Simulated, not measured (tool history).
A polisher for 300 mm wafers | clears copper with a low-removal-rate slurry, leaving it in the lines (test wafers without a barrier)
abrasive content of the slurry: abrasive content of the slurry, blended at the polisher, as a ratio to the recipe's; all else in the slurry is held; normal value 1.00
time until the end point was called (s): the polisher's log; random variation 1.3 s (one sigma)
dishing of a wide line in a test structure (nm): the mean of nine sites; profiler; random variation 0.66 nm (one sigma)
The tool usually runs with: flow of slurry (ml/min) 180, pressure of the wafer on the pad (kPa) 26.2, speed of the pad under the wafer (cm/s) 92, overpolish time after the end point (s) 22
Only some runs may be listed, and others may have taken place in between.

run,day,flow of slurry (ml/min),pressure of the wafer on the pad (kPa),speed of the pad under the wafer (cm/s),abrasive content of the slurry,overpolish time after the end point (s),wafers since the last listed run,wafers polished on this pad,hours since the slurry nozzle was cleaned,hours since the head pressure was calibrated,hours since the slurry blender was calibrated,"incoming thickness of the incoming film, nm",time until the end point was called (s),dishing of a wide line in a test structure (nm)
1,0.000,180,26.2,92,1.00,22,0,1081,481.1,136.9,303.6,372.2,137.3,29.6
2,4.021,180,26.2,92,1.00,22,571,1652,577.6,233.4,400.1,373.7,136.9,31.1
# day 6.571: slurry nozzle cleaned
# day 6.933: slurry blender recalibrated
3,7.642,180,26.2,92,1.00,22,496,2149,25.7,320.3,17.0,369.9,134.2,30.6
4,11.771,180,26.2,92,1.00,22,586,2736,124.8,419.4,116.1,377.0,136.1,30.6
# day 11.942: worn pad replaced by a new one
5,13.562,180,26.2,92,1.00,22,230,230,167.8,462.4,159.1,367.0,133.4,31.1
6,15.904,180,26.2,92,1.00,22,332,563,224.0,518.6,215.3,373.2,136.8,30.9
7,19.971,180,26.2,92,1.00,22,577,1140,321.6,616.2,312.9,367.6,134.6,29.3
8,24.325,180,26.2,92,1.00,22,618,1759,426.1,720.7,417.4,372.3,135.8,30.0
9,25.900,180,26.2,92,1.00,22,223,1983,463.9,758.5,455.2,366.8,134.9,30.5
# day 26.529: slurry nozzle cleaned
# day 27.508: slurry blender recalibrated
10,29.371,180,26.2,92,1.00,22,475,2458,68.2,841.8,44.7,364.0,132.4,30.2
# day 32.221: head pressure recalibrated
11,33.533,180,26.2,92,1.00,22,579,3038,168.1,31.5,144.6,372.5,134.6,30.2
12,35.362,180,26.2,92,1.10,19,259,3297,212.0,75.4,188.5,372.3,134.3,27.4
# day 37.538: worn pad replaced by a new one
13,38.925,180,31.7,114,1.00,14,482,196,297.5,160.9,274.0,373.3,95.5,29.9
14,43.154,180,26.2,92,0.80,22,600,797,399.0,262.4,375.5,373.2,139.7,29.7
# day 47.558: slurry nozzle cleaned
15,47.600,215,26.2,66,0.75,29,625,1423,1.0,369.1,482.2,368.1,172.5,30.4
16,52.000,180,26.2,82,1.00,32,625,2048,106.6,474.7,587.8,370.2,149.3,32.9
# day 52.100: slurry blender recalibrated
17,53.879,180,26.2,76,0.90,22,255,2303,151.7,519.8,42.7,369.2,161.6,27.5
18,56.492,115,26.2,122,0.85,16,371,2674,214.4,582.5,105.4,362.4,117.4,26.5
19,60.517,180,26.2,64,1.00,22,571,3246,311.0,679.1,202.0,375.8,180.4,26.1
# day 62.242: worn pad replaced by a new one
20,63.779,235,23.4,70,0.90,22,439,218,389.3,757.4,280.3,374.6,182.3,24.9
21,65.383,180,26.2,92,1.00,22,227,446,427.8,795.9,318.8,368.4,135.7,30.2
22,67.171,180,26.2,122,1.15,17,253,700,470.7,838.8,361.7,366.9,105.1,30.1
# day 67.471: head pressure recalibrated
# day 71.600: slurry blender recalibrated
# day 72.958: slurry nozzle cleaned
23,73.125,180,26.2,92,1.00,22,816,1516,4.0,135.7,36.6,365.8,133.4,29.8
24,77.525,180,26.2,92,1.00,22,625,2141,109.6,241.3,142.2,364.2,133.6,31.0
25,82.038,180,26.2,70,0.80,22,641,2782,217.9,349.6,250.5,375.6,172.1,26.3
26,84.508,220,26.2,92,0.80,22,351,3133,277.2,408.9,309.8,367.0,133.3,30.6
# day 88.367: worn pad replaced by a new one
27,88.379,240,26.2,84,0.85,17,526,2,370.1,501.8,402.7,375.4,145.4,26.1
28,91.617,180,31.7,92,1.00,22,459,461,447.8,579.5,480.4,370.3,113.7,33.3
# day 95.692: slurry blender recalibrated
29,95.712,115,26.2,122,0.85,16,570,1031,546.1,677.8,0.5,376.8,118.6,26.3

Here are 3 independent what-if runs from the current tool condition. What would each one return?
A,95.733,180,18.6,92,1.00,22,2,1034,546.6,678.3,1.0,374.5,?,?
B,95.733,200,26.2,92,1.00,22,2,1034,546.6,678.3,1.0,374.5,?,?
C,95.733,230,35.2,92,1.30,22,2,1034,546.6,678.3,1.0,374.5,?,?

run,time until the end point was called (s),dishing of a wide line in a test structure (nm)
A,190.5,24.2
B,133.5,30.0
C,94.9,35.3
Take away the tool's hidden state, keep each run's random variation, and the runs would have read:
run,time until the end point was called (s),dishing of a wide line in a test structure (nm)
A,190.5,24.2
B,133.5,30.0
C,94.9,35.3
